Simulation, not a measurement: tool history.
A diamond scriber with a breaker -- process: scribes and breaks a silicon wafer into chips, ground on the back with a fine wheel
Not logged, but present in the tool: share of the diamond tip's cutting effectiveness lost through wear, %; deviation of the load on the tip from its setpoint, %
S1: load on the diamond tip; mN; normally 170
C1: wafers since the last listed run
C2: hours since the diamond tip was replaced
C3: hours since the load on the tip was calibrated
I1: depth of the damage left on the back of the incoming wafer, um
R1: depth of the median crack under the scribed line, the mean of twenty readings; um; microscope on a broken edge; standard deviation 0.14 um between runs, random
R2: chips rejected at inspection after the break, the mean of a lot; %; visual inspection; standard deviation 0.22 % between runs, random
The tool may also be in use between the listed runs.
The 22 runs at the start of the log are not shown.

run	hour	S1	C1	C2	C3	I1	R1	R2
23	1278.4	153	73	102.9	645.4	2.83	7.05	11.99
24	1345.5	211	130	170.0	712.5	2.58	9.26	11.87
25	1406.0	144	117	230.5	773.0	2.42	6.43	14.13
26	1449.3	183	84	273.8	816.3	2.27	8.17	3.99
27	1513.3	170	124	337.8	880.3	2.69	7.33	6.09
28	1573.4	143	117	397.9	940.4	1.73	6.41	12.95
29	1625.4	189	101	449.9	992.4	2.95	8.10	7.29
30	1655.3	194	58	479.8	1022.3	1.87	8.24	4.15
31	1702.4	145	91	526.9	1069.4	2.61	6.34	18.39
32	1764.1	157	120	588.6	1131.1	1.59	7.02	7.37
33	1811.5	144	92	636.0	1178.5	2.02	6.24	16.93

Branching from run 33: 5 alternative next runs. What would each branch give?
A	1812.2	129	1	636.7	1179.2	2.99	?	?
B	1812.2	184	1	636.7	1179.2	2.99	?	?
C	1812.2	137	1	636.7	1179.2	2.99	?	?
D	1812.2	126	1	636.7	1179.2	2.99	?	?
E	1812.2	123	1	636.7	1179.2	2.99	?	?

run	R1	R2
A	5.55	41.77
B	7.74	8.23
C	5.89	32.91
D	5.42	45.43
E	5.29	49.26
Without the tool's hidden state the same runs would have given:
run	R1	R2
A	5.98	30.88
B	8.34	8.19
C	6.35	23.07
D	5.84	34.28
E	5.69	37.92

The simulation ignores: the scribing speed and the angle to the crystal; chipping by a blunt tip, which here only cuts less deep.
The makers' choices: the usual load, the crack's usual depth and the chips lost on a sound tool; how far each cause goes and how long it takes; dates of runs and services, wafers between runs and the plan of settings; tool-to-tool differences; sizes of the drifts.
